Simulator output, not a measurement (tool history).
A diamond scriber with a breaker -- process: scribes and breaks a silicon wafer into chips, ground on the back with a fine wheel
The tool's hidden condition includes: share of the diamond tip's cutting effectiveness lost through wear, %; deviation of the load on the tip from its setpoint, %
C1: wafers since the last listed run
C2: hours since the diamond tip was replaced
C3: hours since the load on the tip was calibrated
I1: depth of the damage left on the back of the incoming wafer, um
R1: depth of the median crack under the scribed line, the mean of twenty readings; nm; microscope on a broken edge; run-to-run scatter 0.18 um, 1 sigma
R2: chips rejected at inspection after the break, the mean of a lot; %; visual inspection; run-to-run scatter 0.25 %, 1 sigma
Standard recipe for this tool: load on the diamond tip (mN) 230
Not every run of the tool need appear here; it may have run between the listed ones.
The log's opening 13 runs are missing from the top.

Run 14, hour 236.1: usual settings but load on the diamond tip (mN) 191; C1 23; C2 582.7; C3 1268.6; I1 2.10. Result: R1 7700 nm, R2 8.59 %.
Run 15, hour 244.8: usual settings but load on the diamond tip (mN) 191; C1 28; C2 591.4; C3 1277.3; I1 1.82. Result: R1 7750 nm, R2 7.54 %.
Run 16, hour 253.7: usual settings; C1 28; C2 600.3; C3 1286.2; I1 2.97. Result: R1 8480 nm, R2 6.79 %.
Run 17, hour 265.5: usual settings; C1 38; C2 612.1; C3 1298.0; I1 1.67. Result: R1 8500 nm, R2 3.72 %.
Run 18, hour 274.3: usual settings; C1 28; C2 620.9; C3 1306.8; I1 2.85. Result: R1 8580 nm, R2 7.62 %.
Run 19, hour 287.5: usual settings; C1 42; C2 634.1; C3 1320.0; I1 1.67. Result: R1 8830 nm, R2 4.17 %.
Run 20, hour 297.7: usual settings but load on the diamond tip (mN) 189; C1 32; C2 644.3; C3 1330.2; I1 2.23. Result: R1 7460 nm, R2 9.55 %.
At hour 306.1: load on the tip recalibrated.
Run 21, hour 311.6: usual settings but load on the diamond tip (mN) 287; C1 38; C2 658.2; C3 5.5; I1 2.81. Result: R1 9990 nm, R2 5.09 %.
Run 22, hour 321.0: usual settings but load on the diamond tip (mN) 258; C1 30; C2 667.6; C3 14.9; I1 2.98. Result: R1 9420 nm, R2 6.03 %.
At hour 327.0: diamond tip replaced by a new one.
Run 23, hour 327.7: usual settings but load on the diamond tip (mN) 260; C1 15; C2 0.7; C3 21.6; I1 2.82. Result: R1 8110 nm, R2 8.59 %.
Run 24, hour 343.1: usual settings; C1 49; C2 16.1; C3 37.0; I1 2.24. Result: R1 7760 nm, R2 8.57 %.
Run 25, hour 350.1: usual settings but load on the diamond tip (mN) 163; C1 22; C2 23.1; C3 44.0; I1 2.05. Result: R1 6430 nm, R2 21.75 %.
Run 26, hour 372.9: usual settings; C1 73; C2 45.9; C3 66.8; I1 2.39. Result: R1 7930 nm, R2 10.67 %.
Run 27, hour 383.6: usual settings but load on the diamond tip (mN) 281; C1 34; C2 56.6; C3 77.5; I1 1.77. Result: R1 8330 nm, R2 3.84 %.
Run 28, hour 404.3: usual settings but load on the diamond tip (mN) 196; C1 66; C2 77.3; C3 98.2; I1 2.42. Result: R1 6900 nm, R2 18.92 %.
Run 29, hour 418.2: usual settings but load on the diamond tip (mN) 264; C1 44; C2 91.2; C3 112.1; I1 2.04. Result: R1 8130 nm, R2 7.06 %.
Run 30, hour 435.7: usual settings but load on the diamond tip (mN) 168; C1 56; C2 108.7; C3 129.6; I1 2.48. Result: R1 6160 nm, R2 25.70 %.
At hour 441.5: diamond tip replaced by a new one, repeated, since the last time left the tool worse.
Run 31, hour 451.1: usual settings but load on the diamond tip (mN) 206; C1 43; C2 9.6; C3 145.0; I1 2.64. Result: R1 8800 nm, R2 5.45 %.
Run 32, hour 466.6: usual settings but load on the diamond tip (mN) 289; C1 49; C2 25.1; C3 160.5; I1 2.90. Result: R1 10700 nm, R2 5.00 %.
Run 33, hour 474.6: usual settings but load on the diamond tip (mN) 261; C1 25; C2 33.1; C3 168.5; I1 2.33. Result: R1 10000 nm, R2 3.46 %.
Run 34, hour 487.4: usual settings but load on the diamond tip (mN) 197; C1 41; C2 45.9; C3 181.3; I1 1.74. Result: R1 8650 nm, R2 3.84 %.
Run 35, hour 501.4: usual settings; C1 45; C2 59.9; C3 195.3; I1 1.51. Result: R1 9290 nm, R2 2.37 %.
Run 36, hour 508.2: usual settings; C1 21; C2 66.7; C3 202.1; I1 2.93. Result: R1 9300 nm, R2 6.64 %.
Run 37, hour 521.1: usual settings but load on the diamond tip (mN) 290; C1 41; C2 79.6; C3 215.0; I1 2.03. Result: R1 10780 nm, R2 3.09 %.
Run 38, hour 534.9: usual settings but load on the diamond tip (mN) 267; C1 44; C2 93.4; C3 228.8; I1 2.04. Result: R1 9790 nm, R2 2.62 %.

Predict each of these 4 candidate next runs independently; none follows another, all start after run 38:
Run A, hour 535.5: usual settings; C1 1; C2 94.0; C3 229.4; I1 1.52. Result: R1 ?, R2 ?.
Run B, hour 535.5: usual settings but load on the diamond tip (mN) 270; C1 1; C2 94.0; C3 229.4; I1 1.52. Result: R1 ?, R2 ?.
Run C, hour 535.5: usual settings but load on the diamond tip (mN) 298; C1 1; C2 94.0; C3 229.4; I1 1.52. Result: R1 ?, R2 ?.
Run D, hour 535.5: usual settings but load on the diamond tip (mN) 205; C1 1; C2 94.0; C3 229.4; I1 1.52. Result: R1 ?, R2 ?.

run     R1    R2
  A   9240  2.18
  B  10160  2.15
  C  10770  2.95
  D   8650  3.19
With the hidden condition removed and each run's random variation left untouched, the same runs would have given:
run     R1    R2
  A   9640  1.96
  B  10590  2.66
  C  11230  3.90
  D   9020  2.46
